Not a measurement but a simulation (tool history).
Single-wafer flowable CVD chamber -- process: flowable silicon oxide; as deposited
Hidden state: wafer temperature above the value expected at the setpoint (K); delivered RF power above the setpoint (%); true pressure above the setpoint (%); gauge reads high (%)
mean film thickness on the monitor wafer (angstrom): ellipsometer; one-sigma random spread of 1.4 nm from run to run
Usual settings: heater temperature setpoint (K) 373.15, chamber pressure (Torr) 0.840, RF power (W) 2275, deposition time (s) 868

run     day  heater temperature setpoint (K)  chamber pressure (Torr)  RF power (W)  deposition time (s)  wafers since the last listed run  hours since the last thermocouple change  hours since the last RF generator calibration  hours since the last manometer calibration  hours since the showerhead was replaced  hours since the gauge calibration  read-back reference wafer on the same gauge, thickness_nm  mean film thickness on the monitor wafer (angstrom)
  1   0.000                           373.15                    0.840          2275                  868                                 0                                     787.0                                          990.9                                      1544.3                                   7734.1                              339.3                                                    601.379                                              5683.72
  2   1.462                           373.15                    0.840          2275                  868                                78                                     822.1                                         1026.0                                      1579.4                                   7769.2                              374.4                                                    601.362                                              5703.22
  3   4.046                           373.15                    0.840          1935                  868                               139                                     884.1                                         1088.0                                      1641.4                                   7831.2                              436.4                                                    602.296                                              5544.92
  4   5.488                           373.15                    0.935          2275                  868                                77                                     918.7                                         1122.6                                      1676.0                                   7865.8                              471.0                                                    602.448                                              6312.81
  5   8.204                           373.15                    0.840          2275                  868                               146                                     983.9                                         1187.8                                      1741.2                                   7931.0                              536.2                                                    603.526                                              5689.12
  6   9.617                           373.15                    0.960          2275                  868                                76                                    1017.8                                         1221.7                                      1775.1                                   7964.9                              570.1                                                    603.529                                              6534.60
  7  10.996                           373.15                    0.960          2275                  868                                74                                    1050.9                                         1254.8                                      1808.2                                   7998.0                              603.2                                                    603.812                                              6490.51
  8  12.142                           364.15                    0.840          2275                  926                                61                                    1078.4                                         1282.3                                      1835.7                                   8025.5                              630.7                                                    604.380                                              8383.90
  9  14.029                           364.15                    0.840          2275                  926                               101                                    1123.7                                         1327.6                                      1881.0                                   8070.8                              676.0                                                    604.585                                              8378.82
 10  16.212                           364.15                    0.840          2275                  926                               117                                    1176.1                                         1380.0                                      1933.4                                   8123.2                              728.4                                                    605.138                                              8457.37
 11  17.571                           384.15                    0.840          2570                 1003                                73                                    1208.7                                         1412.6                                      1966.0                                   8155.8                              761.0                                                    605.456                                              4534.29
     17.912  -- RF generator calibrated
     20.321  -- thermocouple changed; heater temperature recalibrated
 12  20.342                           364.15                    0.840          2275                  926                               113                                       0.5                                           58.3                                      2032.5                                   8222.3                              827.5                                                    606.381                                              8437.36
 13  22.504                           373.15                    0.840          1965                  868                               116                                      52.4                                          110.2                                      2084.4                                   8274.2                              879.4                                                    606.890                                              5584.55
     24.325  -- gauge calibrated
 14  24.404                           373.15                    0.670          2275                  868                               102                                      98.0                                          155.8                                      2130.0                                   8319.8                                1.9                                                    597.131                                              4496.66
     26.125  -- showerhead replaced
     26.371  -- capacitance manometer re-zeroed and calibrated
 15  26.538                           368.15                    0.652          2625                  759                                83                                     149.2                                          207.0                                         4.0                                      9.9                               53.1                                                    597.812                                              4665.94
 16  28.562                           382.15                    0.720          2275                  819                               109                                     197.8                                          255.6                                        52.6                                     58.5                              101.7                                                    598.674                                              3310.88
 17  30.192                           373.15                    0.840          2275                  868                                87                                     236.9                                          294.7                                        91.7                                     97.6                              140.8                                                    598.712                                              5668.86
 18  31.600                           379.15                    0.840          2700                  752                                75                                     270.7                                          328.5                                       125.5                                    131.4                              174.6                                                    599.269                                              4028.66
 19  34.483                           361.15                    0.840          2275                  868                               155                                     339.9                                          397.7                                       194.7                                    200.6                              243.8                                                    599.816                                              8620.73
 20  35.833                           373.15                    0.649          2275                  868                                72                                     372.3                                          430.1                                       227.1                                    233.0                              276.2                                                    600.027                                              4374.54

4 ways to go on from here, each from the tool as it stands after run 20. What would each give?
  A  35.858                           373.15                    0.840          2275                  868                                 1                                     372.9                                          430.7                                       227.7                                    233.6                              276.8                                                          ?                                                    ?
  B  35.858                           373.15                    0.896          2450                  994                                 1                                     372.9                                          430.7                                       227.7                                    233.6                              276.8                                                          ?                                                    ?
  C  35.858                           384.15                    0.732          2015                  782                                 1                                     372.9                                          430.7                                       227.7                                    233.6                              276.8                                                          ?                                                    ?
  D  35.858                           373.15                    0.840          2605                  868                                 1                                     372.9                                          430.7                                       227.7                                    233.6                              276.8                                                          ?                                                    ?

run  read-back reference wafer on the same gauge, thickness_nm  mean film thickness on the monitor wafer (angstrom)
  A                                                    600.157                                              5632.60
  B                                                    600.157                                              6952.58
  C                                                    600.157                                              2927.98
  D                                                    600.157                                              5739.41
The same runs, with their run-to-run variation unchanged, on a tool lacking any hidden condition would have given:
run  mean film thickness on the monitor wafer (angstrom)
  A                                              5602.05
  B                                              6914.86
  C                                              2912.10
  D                                              5708.28

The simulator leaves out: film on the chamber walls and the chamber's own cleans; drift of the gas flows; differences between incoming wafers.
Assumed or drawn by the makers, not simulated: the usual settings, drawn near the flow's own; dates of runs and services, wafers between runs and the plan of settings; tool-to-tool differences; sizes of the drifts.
